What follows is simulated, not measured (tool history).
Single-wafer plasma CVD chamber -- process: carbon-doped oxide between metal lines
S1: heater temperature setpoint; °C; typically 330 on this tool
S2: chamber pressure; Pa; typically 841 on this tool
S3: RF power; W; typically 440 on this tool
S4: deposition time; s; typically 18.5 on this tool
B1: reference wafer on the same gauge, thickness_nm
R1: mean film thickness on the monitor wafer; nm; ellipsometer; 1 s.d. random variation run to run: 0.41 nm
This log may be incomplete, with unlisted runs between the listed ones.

run	day	S1	S2	S3	S4	B1	R1
1	0.000	330	841	440	18.5	106.539	89.738
2	1.929	330	841	440	18.5	106.679	89.762
3	3.067	330	841	440	18.5	106.887	89.445
# day 5.125: thermocouple changed; heater temperature recalibrated
4	5.242	330	841	440	18.5	106.630	90.269
# day 7.471: RF generator calibrated
5	7.492	330	841	440	18.5	106.724	89.211
6	10.125	319	1036	485	16.5	106.727	90.284
# day 13.267: showerhead replaced
7	16.046	330	841	400	18.5	106.871	84.299
8	17.700	317	841	495	21.0	106.780	116.108
9	25.708	330	841	440	18.5	107.014	89.615
10	27.871	330	841	520	18.5	106.798	99.528
11	29.650	330	841	440	18.5	106.876	89.201
12	30.996	344	841	395	18.5	106.815	79.999
# day 34.821: gauge calibrated
13	36.292	330	737	370	16.4	103.537	67.915
14	39.279	330	841	440	18.5	103.765	87.205
15	41.304	330	841	440	18.5	104.135	88.174
# day 42.321: capacitance manometer re-zeroed and calibrated
16	42.717	322	912	440	20.3	104.367	99.695
17	43.733	330	841	440	22.2	104.257	105.308
18	45.292	330	919	440	16.9	104.153	81.068
19	46.450	330	1043	505	18.5	104.413	97.390
20	47.633	330	708	440	18.5	104.178	87.629
21	48.954	330	841	440	18.5	104.584	89.033
22	49.962	330	841	440	18.5	104.822	88.036
23	52.371	324	1008	465	20.6	104.889	104.891
24	55.700	330	841	440	18.5	104.811	88.102
25	57.788	330	1028	440	18.5	105.169	89.404

Run 26 has not been measured yet. What should we expect?
26	59.192	330	841	440	18.5	?	?

Logged for run 26: B1 104.959, R1 89.230 nm.
Were there no unlogged condition in the tool, this run, its random variation unchanged, would have produced R1 88.073 nm.
